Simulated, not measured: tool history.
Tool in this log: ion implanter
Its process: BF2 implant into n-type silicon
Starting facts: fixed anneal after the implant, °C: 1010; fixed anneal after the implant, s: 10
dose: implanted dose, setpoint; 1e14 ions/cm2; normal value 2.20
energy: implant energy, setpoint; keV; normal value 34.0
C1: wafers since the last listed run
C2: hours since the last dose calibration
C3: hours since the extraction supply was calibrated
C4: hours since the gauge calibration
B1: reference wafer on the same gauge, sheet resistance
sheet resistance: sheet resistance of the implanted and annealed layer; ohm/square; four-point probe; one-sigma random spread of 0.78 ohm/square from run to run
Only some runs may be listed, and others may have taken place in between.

{"run": 1, "day": 0.0, "dose": 2.2, "energy": 34.0, "C1": 0, "C2": 2290.7, "C3": 2220.6, "C4": 246.3, "B1": 551.01, "sheet resistance": 497.27}
{"run": 2, "day": 1.225, "dose": 2.52, "energy": 37.5, "C1": 293, "C2": 2320.1, "C3": 2250.0, "C4": 275.7, "B1": 551.01, "sheet resistance": 441.71}
{"run": 3, "day": 2.596, "dose": 2.52, "energy": 37.5, "C1": 328, "C2": 2353.0, "C3": 2282.9, "C4": 308.6, "B1": 550.97, "sheet resistance": 441.34}
{"run": 4, "day": 3.925, "dose": 2.2, "energy": 34.0, "C1": 318, "C2": 2384.9, "C3": 2314.8, "C4": 340.5, "B1": 550.97, "sheet resistance": 498.1}
{"run": 5, "day": 5.292, "dose": 2.2, "energy": 34.0, "C1": 327, "C2": 2417.7, "C3": 2347.6, "C4": 373.3, "B1": 550.94, "sheet resistance": 496.19}
{"run": 6, "day": 6.333, "dose": 2.37, "energy": 34.0, "C1": 249, "C2": 2442.7, "C3": 2372.6, "C4": 398.3, "B1": 550.97, "sheet resistance": 467.73}
{"day": 6.479, "done": "gauge calibrated"}
{"day": 7.196, "done": "extraction supply calibrated"}
{"run": 7, "day": 7.217, "dose": 2.69, "energy": 34.0, "C1": 131, "C2": 2463.9, "C3": 0.5, "C4": 17.7, "B1": 551.16, "sheet resistance": 421.26}
{"day": 8.129, "done": "Faraday cup replaced and dose calibrated"}
{"run": 8, "day": 8.15, "dose": 2.38, "energy": 34.0, "C1": 143, "C2": 0.5, "C3": 22.9, "C4": 40.1, "B1": 550.99, "sheet resistance": 488.16}
{"run": 9, "day": 8.833, "dose": 2.2, "energy": 24.0, "C1": 163, "C2": 16.9, "C3": 39.3, "C4": 56.5, "B1": 551.03, "sheet resistance": 536.14}
{"run": 10, "day": 9.967, "dose": 2.2, "energy": 34.0, "C1": 271, "C2": 44.1, "C3": 66.5, "C4": 83.7, "B1": 550.92, "sheet resistance": 520.15}
{"run": 11, "day": 10.875, "dose": 2.57, "energy": 30.5, "C1": 217, "C2": 65.9, "C3": 88.3, "C4": 105.5, "B1": 550.99, "sheet resistance": 460.96}
{"run": 12, "day": 11.817, "dose": 1.69, "energy": 27.5, "C1": 225, "C2": 88.5, "C3": 110.9, "C4": 128.1, "B1": 550.81, "sheet resistance": 658.05}
{"run": 13, "day": 13.225, "dose": 2.46, "energy": 30.0, "C1": 337, "C2": 122.3, "C3": 144.7, "C4": 161.9, "B1": 550.99, "sheet resistance": 477.88}
{"run": 14, "day": 13.775, "dose": 1.78, "energy": 42.5, "C1": 131, "C2": 135.5, "C3": 157.9, "C4": 175.1, "B1": 550.95, "sheet resistance": 601.73}
{"run": 15, "day": 14.45, "dose": 2.66, "energy": 39.5, "C1": 161, "C2": 151.7, "C3": 174.1, "C4": 191.3, "B1": 550.95, "sheet resistance": 437.06}

How would selected steps in sheet resistance from run to run divide? Give the signed amount a tool lacking its hidden state would still show from settings, what came in and random variation, and the signed amount left for the hidden state, including any gauge scatter that is not in both of the compared results.
The hidden state here: deviation of the true dose from the Faraday cup's reading, %; deviation of the true energy from its setpoint, %; gauge reads high (%).
Run 7 -> 8: dose 2.69 -> 2.38, Faraday cup replaced and dose calibrated. sheet resistance +66.90 ohm/square: hidden state +21.45, all else +45.45.
Run 11 -> 12: dose 2.57 -> 1.69, energy 30.5 -> 27.5. sheet resistance +197.09 ohm/square: hidden state +0.18, all else +196.91.

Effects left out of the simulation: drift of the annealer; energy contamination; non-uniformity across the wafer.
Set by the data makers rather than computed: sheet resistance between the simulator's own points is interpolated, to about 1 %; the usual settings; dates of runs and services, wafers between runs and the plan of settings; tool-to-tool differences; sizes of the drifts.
